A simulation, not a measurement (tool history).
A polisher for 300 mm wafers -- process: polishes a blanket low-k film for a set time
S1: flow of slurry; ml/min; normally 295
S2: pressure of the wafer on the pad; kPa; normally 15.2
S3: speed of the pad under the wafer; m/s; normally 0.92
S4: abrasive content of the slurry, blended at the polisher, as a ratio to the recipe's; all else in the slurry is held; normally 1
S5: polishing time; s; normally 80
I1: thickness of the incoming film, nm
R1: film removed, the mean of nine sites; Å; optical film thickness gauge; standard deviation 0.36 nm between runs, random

run	hour	S1	S2	S3	S4	S5	I1	R1
1	0	295	15.2	0.92	1	80	774.4	263
2	35.6	295	15.2	0.92	1	59	789.1	191
3	64.2	295	15.2	0.92	1	59	784.1	192
# hour 71.3: worn pad replaced by a new one
4	76.5	295	15.2	0.92	1	80	787.2	260
# hour 96.4: slurry blender recalibrated
# hour 102.2: head pressure recalibrated
5	139.7	295	11	0.92	1	58	784.5	138
# hour 162.5: conditioning disc replaced and pad reconditioned
6	168.7	295	15.2	0.92	1	80	791	298
7	185	295	15.2	0.92	1	80	778.5	287
8	210.1	295	13.8	0.92	1	80	782.8	252
# hour 218.4: worn pad replaced by a new one
# hour 245.3: slurry blender recalibrated
9	245.8	235	11	0.92	1	80	772.4	196
10	275.5	295	13.8	0.72	1.1	80	783.2	208
11	309.7	295	15.2	0.66	1	80	786.9	206
12	333.8	295	15.2	0.92	1	59	782.4	196
13	355	295	13.1	1.16	1.25	106	793.4	373
14	377.5	295	10.3	0.92	0.9	80	775.9	179
# hour 378.7: slurry nozzle cleaned
# hour 393.6: slurry blender recalibrated
# hour 399.4: worn pad replaced by a new one
# hour 410.8: conditioning disc replaced and pad reconditioned
15	411.3	200	17.2	1.16	1	80	772.6	376
16	435.4	295	15.2	0.92	1	80	779.1	273
17	460.1	295	15.2	0.72	0.75	69	779.8	182
18	534.8	200	19.3	1.2	1.15	80	789.8	377
19	565.6	370	18.6	0.92	1	80	771.2	319
20	579.1	390	10.3	0.92	1	80	782.4	189
# hour 581.2: slurry blender recalibrated
# hour 586.9: worn pad replaced by a new one
21	604.7	225	18.6	0.92	0.7	107	768.7	373
# hour 607.1: conditioning disc replaced and pad reconditioned
22	616.9	355	15.2	0.92	0.85	80	775.4	281
23	636	295	15.2	0.92	1	80	767.4	277
24	655.8	295	11.7	1.16	1	94	780.2	288

Forecast each of these 5 alternatives for the next run:
A	656.3	295	15.2	0.92	1	80	775.1	?
B	656.3	330	15.2	1.22	0.75	96	775.1	?
C	656.3	370	15.2	0.92	1	63	775.1	?
D	656.3	295	15.2	1.08	1	80	775.1	?
E	656.3	295	12.4	0.92	1	80	775.1	?

run	R1
A	274
B	378
C	220
D	307
E	227
With the hidden condition removed and each run's random variation left untouched, the same runs would have given:
run	R1
A	300
B	424
C	241
D	341
E	245

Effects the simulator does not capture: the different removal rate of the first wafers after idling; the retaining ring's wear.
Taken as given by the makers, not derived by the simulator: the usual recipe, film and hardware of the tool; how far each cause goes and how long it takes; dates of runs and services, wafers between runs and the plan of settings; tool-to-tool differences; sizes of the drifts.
